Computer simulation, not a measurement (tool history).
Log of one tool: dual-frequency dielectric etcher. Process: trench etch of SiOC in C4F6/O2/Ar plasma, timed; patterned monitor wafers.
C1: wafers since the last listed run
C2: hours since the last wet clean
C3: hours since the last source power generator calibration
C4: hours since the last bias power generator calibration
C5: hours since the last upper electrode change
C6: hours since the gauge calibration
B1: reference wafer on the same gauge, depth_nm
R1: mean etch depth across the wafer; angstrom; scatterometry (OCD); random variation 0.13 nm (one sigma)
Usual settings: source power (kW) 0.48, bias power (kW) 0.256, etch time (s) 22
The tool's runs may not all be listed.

run 1 hour=0 | source_power_(kW)=0.48 bias_power_(kW)=0.241 etch_time_(s)=22 | C1=0 C2=395.7 C3=1900.2 C4=305.8 C5=4317.9 C6=632.5 | B1=47.6 | R1=533
run 2 hour=55.6 | source_power_(kW)=0.48 bias_power_(kW)=0.241 etch_time_(s)=22 | C1=914 C2=451.3 C3=1955.8 C4=361.4 C5=4373.5 C6=688.1 | B1=47.6 | R1=530
-- hour=89.5 wet clean of the chamber
run 3 hour=92.5 | source_power_(kW)=0.48 bias_power_(kW)=0.241 etch_time_(s)=22 | C1=212 C2=3 C3=1992.7 C4=398.3 C5=4410.4 C6=725 | B1=47.6 | R1=531
run 4 hour=193.1 | source_power_(kW)=0.48 bias_power_(kW)=0.283 etch_time_(s)=22 | C1=1655 C2=103.6 C3=2093.3 C4=498.9 C5=4511 C6=825.6 | B1=47.6 | R1=572
run 5 hour=447.1 | source_power_(kW)=0.48 bias_power_(kW)=0.283 etch_time_(s)=22 | C1=4178 C2=357.6 C3=2347.3 C4=752.9 C5=4765 C6=1079.6 | B1=47.6 | R1=572
run 6 hour=531 | source_power_(kW)=0.48 bias_power_(kW)=0.283 etch_time_(s)=22 | C1=1380 C2=441.5 C3=2431.2 C4=836.8 C5=4848.9 C6=1163.5 | B1=47.6 | R1=573
-- hour=584.8 wet clean of the chamber
run 7 hour=591.6 | source_power_(kW)=0.48 bias_power_(kW)=0.256 etch_time_(s)=22 | C1=602 C2=6.8 C3=2491.8 C4=897.4 C5=4909.5 C6=1224.1 | B1=47.6 | R1=548
-- hour=658.2 upper electrode replaced
run 8 hour=863.1 | source_power_(kW)=0.48 bias_power_(kW)=0.256 etch_time_(s)=22 | C1=4072 C2=278.3 C3=2763.3 C4=1168.9 C5=204.9 C6=1495.6 | B1=47.6 | R1=548
run 9 hour=918.9 | source_power_(kW)=0.48 bias_power_(kW)=0.256 etch_time_(s)=22 | C1=918 C2=334.1 C3=2819.1 C4=1224.7 C5=260.7 C6=1551.4 | B1=47.6 | R1=549
run 10 hour=980.2 | source_power_(kW)=0.48 bias_power_(kW)=0.256 etch_time_(s)=22 | C1=1008 C2=395.4 C3=2880.4 C4=1286 C5=322 C6=1612.7 | B1=47.6 | R1=551
-- hour=1048.4 wet clean of the chamber
run 11 hour=1058.2 | source_power_(kW)=0.51 bias_power_(kW)=0.287 etch_time_(s)=22 | C1=888 C2=9.8 C3=2958.4 C4=1364 C5=400 C6=1690.7 | B1=47.6 | R1=604
-- hour=1105.9 gauge calibrated
run 12 hour=1162 | source_power_(kW)=0.51 bias_power_(kW)=0.287 etch_time_(s)=22 | C1=1707 C2=113.6 C3=3062.2 C4=1467.8 C5=503.8 C6=56.1 | B1=47.6 | R1=605
-- hour=1238 source power generator calibrated
run 13 hour=1259 | source_power_(kW)=0.51 bias_power_(kW)=0.287 etch_time_(s)=22 | C1=1530 C2=210.6 C3=21 C4=1564.8 C5=600.8 C6=153.1 | B1=47.6 | R1=601
run 14 hour=1344.8 | source_power_(kW)=0.48 bias_power_(kW)=0.256 etch_time_(s)=22 | C1=1411 C2=296.4 C3=106.8 C4=1650.6 C5=686.6 C6=238.9 | B1=47.6 | R1=554
run 15 hour=1381 | source_power_(kW)=0.48 bias_power_(kW)=0.256 etch_time_(s)=24 | C1=595 C2=332.6 C3=143 C4=1686.8 C5=722.8 C6=275.1 | B1=47.6 | R1=606
-- hour=1408.3 bias power generator calibrated
run 16 hour=1417.3 | source_power_(kW)=0.48 bias_power_(kW)=0.256 etch_time_(s)=22 | C1=531 C2=368.9 C3=179.3 C4=9 C5=759.1 C6=311.4 | B1=47.6 | R1=545
-- hour=1477.7 wet clean of the chamber
run 17 hour=1478.2 | source_power_(kW)=0.39 bias_power_(kW)=0.256 etch_time_(s)=20 | C1=607 C2=0.5 C3=240.2 C4=69.9 C5=820 C6=372.3 | B1=47.6 | R1=432
run 18 hour=1553.8 | source_power_(kW)=0.51 bias_power_(kW)=0.225 etch_time_(s)=18.5 | C1=1243 C2=76.1 C3=315.8 C4=145.5 C5=895.6 C6=447.9 | B1=47.6 | R1=449
run 19 hour=1591.2 | source_power_(kW)=0.39 bias_power_(kW)=0.206 etch_time_(s)=20 | C1=615 C2=113.5 C3=353.2 C4=182.9 C5=933 C6=485.3 | B1=47.6 | R1=390
run 20 hour=1629.3 | source_power_(kW)=0.48 bias_power_(kW)=0.256 etch_time_(s)=22 | C1=626 C2=151.6 C3=391.3 C4=221 C5=971.1 C6=523.4 | B1=47.6 | R1=544
run 21 hour=1705.2 | source_power_(kW)=0.56 bias_power_(kW)=0.256 etch_time_(s)=16 | C1=1248 C2=227.5 C3=467.2 C4=296.9 C5=1047 C6=599.3 | B1=47.6 | R1=434
run 22 hour=1808 | source_power_(kW)=0.48 bias_power_(kW)=0.256 etch_time_(s)=22 | C1=1691 C2=330.3 C3=570 C4=399.7 C5=1149.8 C6=702.1 | B1=47.6 | R1=547
-- hour=1872.1 wet clean of the chamber
run 23 hour=1872.6 | source_power_(kW)=0.48 bias_power_(kW)=0.256 etch_time_(s)=22 | C1=667 C2=0.5 C3=634.6 C4=464.3 C5=1214.4 C6=766.7 | B1=47.6 | R1=547
run 24 hour=1927 | source_power_(kW)=0.59 bias_power_(kW)=0.213 etch_time_(s)=24.5 | C1=895 C2=54.9 C3=689 C4=518.7 C5=1268.8 C6=821.1 | B1=47.6 | R1=631
run 25 hour=2020.2 | source_power_(kW)=0.56 bias_power_(kW)=0.256 etch_time_(s)=22 | C1=1533 C2=148.1 C3=782.2 C4=611.9 C5=1362 C6=914.3 | B1=47.6 | R1=599
run 26 hour=2061.4 | source_power_(kW)=0.48 bias_power_(kW)=0.306 etch_time_(s)=26.5 | C1=677 C2=189.3 C3=823.4 C4=653.1 C5=1403.2 C6=955.5 | B1=47.6 | R1=715
run 27 hour=2175.2 | source_power_(kW)=0.59 bias_power_(kW)=0.213 etch_time_(s)=24.5 | C1=1872 C2=303.1 C3=937.2 C4=766.9 C5=1517 C6=1069.3 | B1=47.6 | R1=633

Forecast each of these 4 alternatives for the next run:
run A hour=2175.6 | source_power_(kW)=0.57 bias_power_(kW)=0.256 etch_time_(s)=22 | C1=6 C2=303.5 C3=937.6 C4=767.3 C5=1517.4 C6=1069.7 | B1=? | R1=?
run B hour=2175.6 | source_power_(kW)=0.48 bias_power_(kW)=0.256 etch_time_(s)=26 | C1=6 C2=303.5 C3=937.6 C4=767.3 C5=1517.4 C6=1069.7 | B1=? | R1=?
run C hour=2175.6 | source_power_(kW)=0.51 bias_power_(kW)=0.288 etch_time_(s)=27 | C1=6 C2=303.5 C3=937.6 C4=767.3 C5=1517.4 C6=1069.7 | B1=? | R1=?
run D hour=2175.6 | source_power_(kW)=0.48 bias_power_(kW)=0.256 etch_time_(s)=28 | C1=6 C2=303.5 C3=937.6 C4=767.3 C5=1517.4 C6=1069.7 | B1=? | R1=?

run=A B1=47.6 R1=606
run=B B1=47.6 R1=648
run=C B1=47.6 R1=736
run=D B1=47.6 R1=698
Without the tool's hidden state the same runs would have given:
run=A R1=603
run=B R1=644
run=C R1=732
run=D R1=694

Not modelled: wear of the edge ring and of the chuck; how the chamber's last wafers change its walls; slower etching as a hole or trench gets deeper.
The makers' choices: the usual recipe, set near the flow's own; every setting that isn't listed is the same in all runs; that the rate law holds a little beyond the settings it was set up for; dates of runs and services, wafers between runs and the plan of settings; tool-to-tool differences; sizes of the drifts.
